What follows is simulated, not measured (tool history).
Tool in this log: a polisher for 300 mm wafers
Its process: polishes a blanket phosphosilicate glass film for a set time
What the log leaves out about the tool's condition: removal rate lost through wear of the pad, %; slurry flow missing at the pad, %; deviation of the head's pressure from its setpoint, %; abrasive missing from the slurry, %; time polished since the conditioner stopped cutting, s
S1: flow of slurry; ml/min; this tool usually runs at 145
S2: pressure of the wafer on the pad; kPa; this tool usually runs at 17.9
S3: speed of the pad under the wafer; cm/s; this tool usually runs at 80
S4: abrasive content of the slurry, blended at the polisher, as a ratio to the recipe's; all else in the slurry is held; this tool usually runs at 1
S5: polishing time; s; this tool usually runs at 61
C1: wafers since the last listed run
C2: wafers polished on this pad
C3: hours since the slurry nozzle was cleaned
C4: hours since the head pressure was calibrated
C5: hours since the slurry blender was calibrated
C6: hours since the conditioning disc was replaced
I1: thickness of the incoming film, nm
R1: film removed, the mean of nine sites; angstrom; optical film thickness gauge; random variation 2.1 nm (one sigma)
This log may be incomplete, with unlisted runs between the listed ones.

Run 1, hour 0: usual settings but S3 98 cm/s; C1 0; C2 2331; C3 92.2; C4 277.4; C5 283.5; C6 135.2; I1 3679.2. Result: R1 2962 angstrom.
Run 2, hour 42.5: usual settings but S5 53 s; C1 564; C2 2895; C3 134.7; C4 319.9; C5 326; C6 177.7; I1 3698.9. Result: R1 2140 angstrom.
Run 3, hour 82.6: usual settings but S5 53 s; C1 532; C2 3427; C3 174.8; C4 360; C5 366.1; C6 217.8; I1 3614.2. Result: R1 2135 angstrom.
At hour 84.6: slurry blender recalibrated.
Run 4, hour 145: usual settings but S5 53 s; C1 801; C2 4229; C3 237.2; C4 422.4; C5 60.4; C6 280.2; I1 3679.5. Result: R1 2102 angstrom.
At hour 174.8: conditioning disc replaced and pad reconditioned.
At hour 212.2: worn pad replaced by a new one.
Run 5, hour 239.3: usual settings; C1 1172; C2 359; C3 331.5; C4 516.7; C5 154.7; C6 64.5; I1 3698.4. Result: R1 2372 angstrom.
At hour 262.4: slurry nozzle cleaned, repeated, since the last time left the tool worse.
Run 6, hour 268: usual settings but S4 1.15; C1 367; C2 727; C3 5.6; C4 545.4; C5 183.4; C6 93.2; I1 3616.1. Result: R1 3210 angstrom.
Run 7, hour 322.8: usual settings but S4 1.15; C1 727; C2 1455; C3 60.4; C4 600.2; C5 238.2; C6 148; I1 3679.8. Result: R1 3169 angstrom.
Run 8, hour 346.9: usual settings but S4 1.15; C1 319; C2 1775; C3 84.5; C4 624.3; C5 262.3; C6 172.1; I1 3668.4. Result: R1 3186 angstrom.
Run 9, hour 414.3: usual settings; C1 894; C2 2669; C3 151.9; C4 691.7; C5 329.7; C6 239.5; I1 3685.6. Result: R1 2917 angstrom.
At hour 418.8: slurry blender recalibrated.
Run 10, hour 468.1: usual settings but S1 175 ml/min; C1 687; C2 3357; C3 205.7; C4 745.5; C5 49.3; C6 293.3; I1 3685.5. Result: R1 3024 angstrom.
At hour 483.4: head pressure recalibrated.
Run 11, hour 494.2: usual settings; C1 319; C2 3677; C3 231.8; C4 10.8; C5 75.4; C6 319.4; I1 3655.5. Result: R1 2936 angstrom.
At hour 513.6: worn pad replaced by a new one.
At hour 515.7: conditioning disc replaced and pad reconditioned.
Run 12, hour 564.9: usual settings but S1 190 ml/min; C1 859; C2 654; C3 302.5; C4 81.5; C5 146.1; C6 49.2; I1 3683.1. Result: R1 3042 angstrom.
Run 13, hour 610.3: usual settings but S3 62 cm/s, S5 53 s; C1 602; C2 1257; C3 347.9; C4 126.9; C5 191.5; C6 94.6; I1 3650. Result: R1 2088 angstrom.
Run 14, hour 645.7: usual settings but S1 180 ml/min, S2 22.1 kPa, S5 81 s; C1 470; C2 1727; C3 383.3; C4 162.3; C5 226.9; C6 130; I1 3654.5. Result: R1 4842 angstrom.
Run 15, hour 745.4: usual settings; C1 1323; C2 3051; C3 483; C4 262; C5 326.6; C6 229.7; I1 3646.1. Result: R1 2858 angstrom.
Run 16, hour 798.7: usual settings; C1 707; C2 3759; C3 536.3; C4 315.3; C5 379.9; C6 283; I1 3628.1. Result: R1 2840 angstrom.
At hour 801.4: slurry blender recalibrated.
At hour 810.9: worn pad replaced by a new one.
Run 17, hour 839.9: usual settings but S1 115 ml/min, S2 22.1 kPa, S4 0.85; C1 467; C2 385; C3 577.5; C4 356.5; C5 38.5; C6 324.2; I1 3669.6. Result: R1 2898 angstrom.
At hour 863.6: conditioning disc replaced and pad reconditioned.
At hour 869.1: slurry nozzle cleaned.
Run 18, hour 869.7: usual settings; C1 355; C2 741; C3 0.6; C4 386.3; C5 68.3; C6 6.1; I1 3640.8. Result: R1 2947 angstrom.
Run 19, hour 927.3: usual settings but S2 22.8 kPa, S3 62 cm/s, S4 1.2, S5 69 s; C1 764; C2 1506; C3 58.2; C4 443.9; C5 125.9; C6 63.7; I1 3646.8. Result: R1 3818 angstrom.
Run 20, hour 1038.4: usual settings but S1 190 ml/min, S3 72 cm/s, S4 0.7, S5 69 s; C1 1475; C2 2981; C3 169.3; C4 555; C5 237; C6 174.8; I1 3676.4. Result: R1 2530 angstrom.
Run 21, hour 1107: usual settings but S2 15.9 kPa, S3 94 cm/s, S5 49 s; C1 910; C2 3892; C3 237.9; C4 623.6; C5 305.6; C6 243.4; I1 3708. Result: R1 2355 angstrom.
Run 22, hour 1149.1: usual settings but S1 95 ml/min, S2 15.2 kPa, S3 66 cm/s, S4 0.9; C1 558; C2 4451; C3 280; C4 665.7; C5 347.7; C6 285.5; I1 3703.5. Result: R1 1805 angstrom.
At hour 1162.3: worn pad replaced by a new one.
At hour 1170.3: slurry blender recalibrated.
Run 23, hour 1205.1: usual settings but S2 21.4 kPa; C1 663; C2 541; C3 336; C4 721.7; C5 34.8; C6 341.5; I1 3698. Result: R1 3466 angstrom.
At hour 1243.6: conditioning disc replaced and pad reconditioned.
Run 24, hour 1265.9: usual settings but S3 70 cm/s; C1 780; C2 1322; C3 396.8; C4 782.5; C5 95.6; C6 22.3; I1 3659.8. Result: R1 2591 angstrom.

What the log doesn't show, run by run:
removal rate lost through wear of the pad, %: 0 in every run
deviation of the head's pressure from its setpoint, %: 0 in every run
abrasive missing from the slurry, %: 0 in every run
time polished since the conditioner stopped cutting, s: 0 in every run
H1: slurry flow missing at the pad, %
run    H1
  1  45.6
  2  46.2
  3  46.9
  4  48.4
  5  51.4
  6  2.95
  7  3.16
  8  3.36
  9  4.28
 10  5.38
 11  6.04
 12  8.22
 13  9.92
 14  11.4
 15  16.4
 16  19.5
 17  22.1
 18  1.51
 19   1.7
 20  3.16
 21  4.76
 22  6.02
 23     8
 24  10.6
